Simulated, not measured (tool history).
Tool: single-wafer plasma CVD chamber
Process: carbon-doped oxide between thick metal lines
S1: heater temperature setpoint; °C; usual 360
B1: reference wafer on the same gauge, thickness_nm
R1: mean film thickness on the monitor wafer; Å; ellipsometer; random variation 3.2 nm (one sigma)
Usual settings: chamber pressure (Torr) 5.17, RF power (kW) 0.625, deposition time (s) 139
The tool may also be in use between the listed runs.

Run 1, hour 0: usual settings but deposition time (s) 117; B1 728.404. Result: R1 6974.58 Å.
Run 2, hour 19.9: usual settings but deposition time (s) 117; B1 727.793. Result: R1 6985.33 Å.
Run 3, hour 48.9: usual settings but deposition time (s) 117; B1 726.148. Result: R1 6941.7 Å.
Run 4, hour 82.3: usual settings but chamber pressure (Torr) 4.32, RF power (kW) 0.545; B1 727.468. Result: R1 7394.03 Å.
Run 5, hour 104: usual settings but S1 364 °C, deposition time (s) 133; B1 725.884. Result: R1 7863.35 Å.
Run 6, hour 129.8: usual settings but S1 364 °C, deposition time (s) 133; B1 725.984. Result: R1 7850.52 Å.
Run 7, hour 156.6: usual settings but S1 364 °C, deposition time (s) 133; B1 726.629. Result: R1 7810.25 Å.
Run 8, hour 174.8: usual settings; B1 725.813. Result: R1 8245.17 Å.
Run 9, hour 203.3: usual settings; B1 726.319. Result: R1 8195.39 Å.
At hour 225: thermocouple changed; heater temperature recalibrated.
Run 10, hour 231.2: usual settings but S1 366 °C; B1 727.275. Result: R1 8135.22 Å.
At hour 251.9: gauge calibrated.
Run 11, hour 261: usual settings but S1 366 °C; B1 726.323. Result: R1 8104.99 Å.
Run 12, hour 277: usual settings but S1 366 °C; B1 727.83. Result: R1 8119.09 Å.
Run 13, hour 291.4: usual settings; B1 726.21. Result: R1 8163.86 Å.
Run 14, hour 315: usual settings; B1 727.489. Result: R1 8188.88 Å.
At hour 339: showerhead replaced.
Run 15, hour 339.8: usual settings; B1 726.315. Result: R1 8199.2 Å.
Run 16, hour 369.8: usual settings but S1 374 °C, chamber pressure (Torr) 4.46, RF power (kW) 0.565, deposition time (s) 118; B1 727.547. Result: R1 6148.44 Å.
Run 17, hour 395.2: usual settings but S1 347 °C, deposition time (s) 165; B1 726.215. Result: R1 10143.1 Å.
At hour 416.3: RF generator calibrated.
At hour 419.5: capacitance manometer re-zeroed and calibrated.
Run 18, hour 420: usual settings; B1 727.193. Result: R1 8476.09 Å.
Run 19, hour 442.3: usual settings but S1 373 °C, chamber pressure (Torr) 6.13; B1 727.504. Result: R1 8417.46 Å.
Run 20, hour 475.8: usual settings but S1 369 °C, chamber pressure (Torr) 4.54, RF power (kW) 0.71, deposition time (s) 117; B1 726.658. Result: R1 7246.87 Å.
Run 21, hour 502.9: usual settings but chamber pressure (Torr) 6.33, RF power (kW) 0.535; B1 726.684. Result: R1 8026.04 Å.
Run 22, hour 524.2: usual settings but S1 366 °C, chamber pressure (Torr) 4.31, deposition time (s) 155; B1 726.711. Result: R1 8964.26 Å.
Run 23, hour 555.4: usual settings but S1 350 °C, chamber pressure (Torr) 6.28; B1 726.873. Result: R1 8955.01 Å.
Run 24, hour 600.7: usual settings but S1 375 °C, chamber pressure (Torr) 6.41, RF power (kW) 0.585, deposition time (s) 120; B1 726.716. Result: R1 7002.34 Å.
Run 25, hour 629: usual settings but chamber pressure (Torr) 6.03, RF power (kW) 0.525, deposition time (s) 118; B1 725.62. Result: R1 6692.63 Å.
Run 26, hour 654.2: usual settings but chamber pressure (Torr) 4.5, RF power (kW) 0.72; B1 726.678. Result: R1 8910.13 Å.
Run 27, hour 667.3: usual settings but chamber pressure (Torr) 5.98, deposition time (s) 121; B1 727.205. Result: R1 7527.9 Å.
Run 28, hour 683.7: usual settings but chamber pressure (Torr) 5.7; B1 727.565. Result: R1 8622.91 Å.
Run 29, hour 706.3: usual settings but S1 364 °C, deposition time (s) 133; B1 726.868. Result: R1 8045.9 Å.

Forecast each of these 3 alternatives for the next run:
Run A, hour 706.7: usual settings; B1 ?. Result: R1 ?.
Run B, hour 706.7: usual settings but S1 371 °C, deposition time (s) 116; B1 ?. Result: R1 ?.
Run C, hour 706.7: usual settings but chamber pressure (Torr) 6.4, RF power (kW) 0.72; B1 ?. Result: R1 ?.

run       B1       R1
  A  726.691  8430.78
  B  726.691   6853.1
  C  726.691  9431.09
Without the tool's hidden state the same runs would have given:
run       R1
  A  8476.18
  B     6890
  C  9480.42

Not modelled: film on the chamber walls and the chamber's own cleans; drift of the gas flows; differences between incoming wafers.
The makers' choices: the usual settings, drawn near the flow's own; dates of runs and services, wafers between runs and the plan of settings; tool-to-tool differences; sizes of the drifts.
